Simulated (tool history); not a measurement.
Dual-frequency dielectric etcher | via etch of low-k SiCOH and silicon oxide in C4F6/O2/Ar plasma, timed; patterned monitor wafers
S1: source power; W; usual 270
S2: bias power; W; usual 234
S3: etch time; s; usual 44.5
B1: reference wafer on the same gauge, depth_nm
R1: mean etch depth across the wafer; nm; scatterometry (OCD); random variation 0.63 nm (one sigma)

Run 1, hour 0.0: usual settings; B1 112.9. Result: R1 107.1 nm.
Run 2, hour 16.1: usual settings; B1 112.9. Result: R1 107.4 nm.
Run 3, hour 36.3: usual settings; B1 113.0. Result: R1 108.7 nm.
At hour 50.4: gauge calibrated.
Run 4, hour 60.1: usual settings; B1 113.0. Result: R1 107.4 nm.
Run 5, hour 73.5: usual settings; B1 113.0. Result: R1 106.5 nm.
Run 6, hour 95.8: usual settings but S1 220 W; B1 113.0. Result: R1 99.5 nm.
Run 7, hour 120.0: usual settings but S1 220 W; B1 113.0. Result: R1 100.1 nm.
At hour 136.1: bias power generator calibrated.
Run 8, hour 146.6: usual settings but S1 330 W, S2 188 W, S3 41.0 s; B1 113.0. Result: R1 98.7 nm.
At hour 175.2: source power generator calibrated.
At hour 178.6: upper electrode replaced, of another model than before.
At hour 180.3: wet clean of the chamber.
Run 9, hour 180.8: usual settings but S1 340 W, S2 208 W, S3 38.0 s; B1 113.0. Result: R1 102.3 nm.
Run 10, hour 211.1: usual settings but S1 220 W, S2 202 W, S3 31.0 s; B1 112.9. Result: R1 67.6 nm.
Run 11, hour 232.4: usual settings but S2 266 W; B1 112.9. Result: R1 115.8 nm.
At hour 247.9: gauge calibrated.
Run 12, hour 262.1: usual settings but S1 250 W, S2 284 W; B1 112.9. Result: R1 115.0 nm.
Run 13, hour 297.9: usual settings but S1 330 W, S2 199 W, S3 38.0 s; B1 112.9. Result: R1 97.0 nm.
Run 14, hour 312.2: usual settings; B1 113.0. Result: R1 109.7 nm.

The tool's hidden state at each run:
source power that arrives over what is set, %: 0 in every run
bias power that arrives over what is set, %: 0 in every run
gauge reads high (%): 0 in every run
H1: etch rate over this chamber's usual, %
run      H1
  1   -4.02
  2   -4.18
  3   -4.38
  4   -4.61
  5   -4.75
  6   -4.96
  7    -5.2
  8   -5.46
  9  -0.399
 10  -0.696
 11  -0.906
 12    -1.2
 13   -1.55
 14   -1.69
